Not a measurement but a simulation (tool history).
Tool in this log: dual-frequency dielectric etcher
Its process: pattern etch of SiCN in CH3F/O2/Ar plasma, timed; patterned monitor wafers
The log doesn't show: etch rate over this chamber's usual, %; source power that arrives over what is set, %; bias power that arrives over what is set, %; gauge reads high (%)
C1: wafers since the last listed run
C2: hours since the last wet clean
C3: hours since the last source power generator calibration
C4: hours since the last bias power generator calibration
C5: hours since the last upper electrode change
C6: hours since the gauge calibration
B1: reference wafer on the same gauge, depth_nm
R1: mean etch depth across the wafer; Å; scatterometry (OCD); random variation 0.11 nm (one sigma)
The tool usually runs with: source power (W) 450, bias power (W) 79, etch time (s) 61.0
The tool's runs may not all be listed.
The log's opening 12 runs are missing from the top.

Run 13, hour 326.3: usual settings but etch time (s) 76.0; C1 372; C2 485.5; C3 85.0; C4 264.4; C5 121.8; C6 254.6; B1 29.17. Result: R1 291.3 Å.
At hour 363.1: wet clean of the chamber.
Run 14, hour 363.6: usual settings but source power (W) 510, bias power (W) 94, etch time (s) 71.0; C1 139; C2 0.5; C3 122.3; C4 301.7; C5 159.1; C6 291.9; B1 29.18. Result: R1 331.7 Å.
Run 15, hour 365.6: usual settings but source power (W) 380; C1 20; C2 2.5; C3 124.3; C4 303.7; C5 161.1; C6 293.9; B1 29.17. Result: R1 227.1 Å.
Run 16, hour 385.5: usual settings but source power (W) 350; C1 208; C2 22.4; C3 144.2; C4 323.6; C5 181.0; C6 313.8; B1 29.24. Result: R1 219.6 Å.
Run 17, hour 413.2: usual settings; C1 290; C2 50.1; C3 171.9; C4 351.3; C5 208.7; C6 341.5; B1 29.15. Result: R1 243.8 Å.
Run 18, hour 439.4: usual settings; C1 275; C2 76.3; C3 198.1; C4 377.5; C5 234.9; C6 367.7; B1 29.19. Result: R1 243.4 Å.
Run 19, hour 471.1: usual settings but bias power (W) 67; C1 332; C2 108.0; C3 229.8; C4 409.2; C5 266.6; C6 399.4; B1 29.21. Result: R1 219.0 Å.
Run 20, hour 496.7: usual settings; C1 268; C2 133.6; C3 255.4; C4 434.8; C5 292.2; C6 425.0; B1 29.20. Result: R1 243.0 Å.
Run 21, hour 526.5: usual settings; C1 312; C2 163.4; C3 285.2; C4 464.6; C5 322.0; C6 454.8; B1 29.20. Result: R1 242.0 Å.
Run 22, hour 556.8: usual settings but source power (W) 420, bias power (W) 69, etch time (s) 66.5; C1 318; C2 193.7; C3 315.5; C4 494.9; C5 352.3; C6 485.1; B1 29.17. Result: R1 237.1 Å.
Run 23, hour 588.7: usual settings but source power (W) 400, bias power (W) 97, etch time (s) 52.5; C1 334; C2 225.6; C3 347.4; C4 526.8; C5 384.2; C6 517.0; B1 29.20. Result: R1 220.1 Å.
Run 24, hour 630.1: usual settings but etch time (s) 48.0; C1 434; C2 267.0; C3 388.8; C4 568.2; C5 425.6; C6 558.4; B1 29.18. Result: R1 187.1 Å.
Run 25, hour 657.3: usual settings but source power (W) 480, bias power (W) 98; C1 285; C2 294.2; C3 416.0; C4 595.4; C5 452.8; C6 585.6; B1 29.20. Result: R1 276.2 Å.
Run 26, hour 678.1: usual settings but source power (W) 510, bias power (W) 94, etch time (s) 72.0; C1 218; C2 315.0; C3 436.8; C4 616.2; C5 473.6; C6 606.4; B1 29.18. Result: R1 322.1 Å.
Run 27, hour 702.2: usual settings but source power (W) 390; C1 253; C2 339.1; C3 460.9; C4 640.3; C5 497.7; C6 630.5; B1 29.21. Result: R1 223.9 Å.
Run 28, hour 735.7: usual settings but bias power (W) 93, etch time (s) 45.0; C1 351; C2 372.6; C3 494.4; C4 673.8; C5 531.2; C6 664.0; B1 29.21. Result: R1 190.0 Å.
Run 29, hour 754.4: usual settings but source power (W) 390, bias power (W) 89; C1 196; C2 391.3; C3 513.1; C4 692.5; C5 549.9; C6 682.7; B1 29.22. Result: R1 237.8 Å.
Run 30, hour 767.0: usual settings but source power (W) 370, bias power (W) 73, etch time (s) 50.5; C1 132; C2 403.9; C3 525.7; C4 705.1; C5 562.5; C6 695.3; B1 29.20. Result: R1 171.0 Å.

Alternative continuations, all from the tool just after run 30; predict every row:
Run A, hour 767.4: usual settings; C1 4; C2 404.3; C3 526.1; C4 705.5; C5 562.9; C6 695.7; B1 ?. Result: R1 ?.
Run B, hour 767.4: usual settings but source power (W) 550, bias power (W) 62, etch time (s) 79.5; C1 4; C2 404.3; C3 526.1; C4 705.5; C5 562.9; C6 695.7; B1 ?. Result: R1 ?.
Run C, hour 767.4: usual settings but bias power (W) 62; C1 4; C2 404.3; C3 526.1; C4 705.5; C5 562.9; C6 695.7; B1 ?. Result: R1 ?.
Run D, hour 767.4: usual settings but source power (W) 550, etch time (s) 49.0; C1 4; C2 404.3; C3 526.1; C4 705.5; C5 562.9; C6 695.7; B1 ?. Result: R1 ?.

run     B1     R1
  A  29.19  235.0
  B  29.19  288.4
  C  29.19  203.5
  D  29.19  204.8
The same runs, with their run-to-run variation unchanged, on a tool lacking any hidden condition would have given:
run     R1
  A  245.8
  B  301.7
  C  212.9
  D  214.2
